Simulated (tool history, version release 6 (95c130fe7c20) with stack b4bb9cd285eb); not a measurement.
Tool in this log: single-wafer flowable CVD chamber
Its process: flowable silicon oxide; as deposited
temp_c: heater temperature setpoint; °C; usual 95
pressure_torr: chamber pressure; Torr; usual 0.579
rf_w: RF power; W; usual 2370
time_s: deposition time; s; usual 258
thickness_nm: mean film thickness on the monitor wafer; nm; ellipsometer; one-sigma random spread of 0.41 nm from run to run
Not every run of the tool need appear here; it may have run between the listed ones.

| run | day | temp_c | pressure_torr | rf_w | time_s | wafers since the last listed run | hours since the last thermocouple change | hours since the last RF generator calibration | hours since the last manometer calibration | hours since the showerhead was replaced | hours since the gauge calibration | read-back reference wafer on the same gauge, thickness_nm | thickness_nm |
|---|---|---|---|---|---|---|---|---|---|---|---|---|---|
| 1 | 0.000 | 95 | 0.579 | 2370 | 258 | 0 | 2224.7 | 2081.8 | 962.7 | 6093.8 | 162.7 | 112.107 | 119.044 |
| 2 | 0.433 | 95 | 0.579 | 2370 | 258 | 80 | 2235.1 | 2092.2 | 973.1 | 6104.2 | 173.1 | 112.039 | 119.233 |
| 3 | 0.750 | 95 | 0.579 | 2370 | 258 | 58 | 2242.7 | 2099.8 | 980.7 | 6111.8 | 180.7 | 112.122 | 118.875 |
| 4 | 1.354 | 95 | 0.579 | 2370 | 258 | 111 | 2257.2 | 2114.3 | 995.2 | 6126.3 | 195.2 | 112.120 | 118.342 |
| 5 | 1.738 | 95 | 0.579 | 2210 | 227 | 71 | 2266.4 | 2123.5 | 1004.4 | 6135.5 | 204.4 | 112.080 | 104.571 |
| 6 | 2.396 | 95 | 0.579 | 2210 | 227 | 121 | 2282.2 | 2139.3 | 1020.2 | 6151.3 | 220.2 | 111.991 | 103.730 |
|  | 3.021 | thermocouple changed; heater temperature recalibrated |
|  | 3.267 | RF generator calibrated |
| 7 | 3.288 | 95 | 0.579 | 2210 | 227 | 57 | 6.4 | 0.5 | 1041.6 | 6172.7 | 241.6 | 111.895 | 103.169 |
| 8 | 3.304 | 95 | 0.579 | 2370 | 258 | 3 | 6.8 | 0.9 | 1042.0 | 6173.1 | 242.0 | 112.008 | 118.599 |
| 9 | 3.717 | 95 | 0.579 | 2495 | 258 | 76 | 16.7 | 10.8 | 1051.9 | 6183.0 | 251.9 | 111.928 | 119.244 |
| 10 | 4.175 | 95 | 0.579 | 2370 | 258 | 84 | 27.7 | 21.8 | 1062.9 | 6194.0 | 262.9 | 111.888 | 117.617 |
| 11 | 4.917 | 95 | 0.579 | 2370 | 258 | 137 | 45.5 | 39.6 | 1080.7 | 6211.8 | 280.7 | 111.954 | 118.054 |
| 12 | 5.562 | 95 | 0.535 | 2370 | 227 | 119 | 61.0 | 55.1 | 1096.2 | 6227.3 | 296.2 | 111.838 | 96.066 |
| 13 | 6.600 | 95 | 0.504 | 2575 | 258 | 192 | 85.9 | 80.0 | 1121.1 | 6252.2 | 321.1 | 111.923 | 103.688 |
| 14 | 7.075 | 95 | 0.579 | 2370 | 258 | 88 | 97.3 | 91.4 | 1132.5 | 6263.6 | 332.5 | 112.027 | 117.821 |
| 15 | 7.638 | 104 | 0.579 | 2370 | 280 | 104 | 110.8 | 104.9 | 1146.0 | 6277.1 | 346.0 | 112.194 | 96.811 |
|  | 8.429 | gauge calibrated |
|  | 8.496 | showerhead replaced, of another model than before |
| 16 | 8.517 | 95 | 0.659 | 2680 | 213 | 101 | 131.9 | 126.0 | 1167.1 | 0.5 | 2.1 | 112.164 | 109.627 |
| 17 | 9.088 | 95 | 0.579 | 2370 | 210 | 105 | 145.6 | 139.7 | 1180.8 | 14.2 | 15.8 | 111.989 | 96.200 |
| 18 | 9.538 | 95 | 0.579 | 2370 | 258 | 83 | 156.4 | 150.5 | 1191.6 | 25.0 | 26.6 | 112.131 | 118.762 |
|  | 10.012 | capacitance manometer re-zeroed and calibrated |
| 19 | 10.033 | 100 | 0.692 | 2370 | 296 | 30 | 168.3 | 162.4 | 0.5 | 36.9 | 38.5 | 111.938 | 140.517 |
| 20 | 10.350 | 95 | 0.481 | 2370 | 258 | 58 | 175.9 | 170.0 | 8.1 | 44.5 | 46.1 | 112.016 | 107.466 |
| 21 | 10.612 | 88 | 0.579 | 2610 | 239 | 48 | 182.2 | 176.3 | 14.4 | 50.8 | 52.4 | 111.930 | 143.154 |
| 22 | 10.871 | 95 | 0.667 | 2370 | 295 | 47 | 188.4 | 182.5 | 20.6 | 57.0 | 58.6 | 111.986 | 159.316 |

Forecast run 23:
| 23 | 11.396 | 103 | 0.659 | 2370 | 258 | 97 | 201.0 | 195.1 | 33.2 | 69.6 | 71.2 | ? | ? |

Run 23 produced read-back reference wafer on the same gauge, thickness_nm 111.898, thickness_nm 107.471 nm.
Minus the tool's unlogged condition, the same run would have read thickness_nm 108.328 nm.
